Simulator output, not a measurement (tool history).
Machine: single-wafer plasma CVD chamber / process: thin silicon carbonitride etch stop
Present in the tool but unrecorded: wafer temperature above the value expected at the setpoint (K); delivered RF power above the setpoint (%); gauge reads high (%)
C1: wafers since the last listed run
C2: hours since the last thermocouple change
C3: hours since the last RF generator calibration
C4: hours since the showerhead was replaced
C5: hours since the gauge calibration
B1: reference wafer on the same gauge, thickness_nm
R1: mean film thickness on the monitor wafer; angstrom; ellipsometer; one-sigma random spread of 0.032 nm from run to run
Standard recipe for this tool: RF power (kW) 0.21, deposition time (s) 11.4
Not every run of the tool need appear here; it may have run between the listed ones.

Run 1, hour 0: usual settings; C1 0; C2 2435.5; C3 2532.3; C4 4344.3; C5 625.8; B1 6.632. Result: R1 62.16 angstrom.
Run 2, hour 65.2: usual settings; C1 1745; C2 2500.7; C3 2597.5; C4 4409.5; C5 691; B1 6.626. Result: R1 61.9 angstrom.
Run 3, hour 104.3: usual settings; C1 1046; C2 2539.8; C3 2636.6; C4 4448.6; C5 730.1; B1 6.63. Result: R1 62.14 angstrom.
Run 4, hour 157.1: usual settings; C1 1413; C2 2592.6; C3 2689.4; C4 4501.4; C5 782.9; B1 6.623. Result: R1 61.29 angstrom.
Run 5, hour 217.4: usual settings but deposition time (s) 10; C1 1614; C2 2652.9; C3 2749.7; C4 4561.7; C5 843.2; B1 6.632. Result: R1 54.6 angstrom.
Run 6, hour 257.6: usual settings but deposition time (s) 10; C1 1076; C2 2693.1; C3 2789.9; C4 4601.9; C5 883.4; B1 6.633. Result: R1 54.27 angstrom.
Run 7, hour 328.1: usual settings but RF power (kW) 0.18; C1 1887; C2 2763.6; C3 2860.4; C4 4672.4; C5 953.9; B1 6.633. Result: R1 59.01 angstrom.
At hour 343: thermocouple changed; heater temperature recalibrated.
At hour 360.3: RF generator calibrated.
Run 8, hour 399.7: usual settings; C1 1488; C2 56.7; C3 39.4; C4 4744; C5 1025.5; B1 6.626. Result: R1 61.63 angstrom.
At hour 438.8: gauge calibrated.
Run 9, hour 448.3: usual settings but RF power (kW) 0.235, deposition time (s) 10.8; C1 1300; C2 105.3; C3 88; C4 4792.6; C5 9.5; B1 6.625. Result: R1 60.89 angstrom.
At hour 457.6: showerhead replaced.
Run 10, hour 493.6: usual settings but deposition time (s) 9.5; C1 998; C2 150.6; C3 133.3; C4 36; C5 54.8; B1 6.632. Result: R1 52 angstrom.
Run 11, hour 539.1: usual settings but RF power (kW) 0.18, deposition time (s) 13.6; C1 1217; C2 196.1; C3 178.8; C4 81.5; C5 100.3; B1 6.631. Result: R1 70.13 angstrom.
Run 12, hour 590.7: usual settings; C1 1381; C2 247.7; C3 230.4; C4 133.1; C5 151.9; B1 6.629. Result: R1 62.45 angstrom.
Run 13, hour 641.8: usual settings but deposition time (s) 10; C1 1367; C2 298.8; C3 281.5; C4 184.2; C5 203; B1 6.634. Result: R1 54.59 angstrom.
Run 14, hour 789.4: usual settings but deposition time (s) 13.3; C1 3950; C2 446.4; C3 429.1; C4 331.8; C5 350.6; B1 6.635. Result: R1 72.75 angstrom.
Run 15, hour 858.3: usual settings but RF power (kW) 0.245, deposition time (s) 10.4; C1 1844; C2 515.3; C3 498; C4 400.7; C5 419.5; B1 6.63. Result: R1 59.63 angstrom.

Each row is a separate what-if for the run after 15, all from the same tool condition, not one after another. Results?
Run A, hour 858.7: usual settings; C1 10; C2 515.7; C3 498.4; C4 401.1; C5 419.9; B1 ?. Result: R1 ?.
Run B, hour 858.7: usual settings but RF power (kW) 0.18, deposition time (s) 12.5; C1 10; C2 515.7; C3 498.4; C4 401.1; C5 419.9; B1 ?. Result: R1 ?.
Run C, hour 858.7: usual settings but RF power (kW) 0.17; C1 10; C2 515.7; C3 498.4; C4 401.1; C5 419.9; B1 ?. Result: R1 ?.

run     B1     R1
  A  6.628  62.29
  B  6.628  64.78
  C  6.628  57.91
What these runs would have given with no unlogged condition in the tool:
run     R1
  A  62.29
  B  64.78
  C  57.91

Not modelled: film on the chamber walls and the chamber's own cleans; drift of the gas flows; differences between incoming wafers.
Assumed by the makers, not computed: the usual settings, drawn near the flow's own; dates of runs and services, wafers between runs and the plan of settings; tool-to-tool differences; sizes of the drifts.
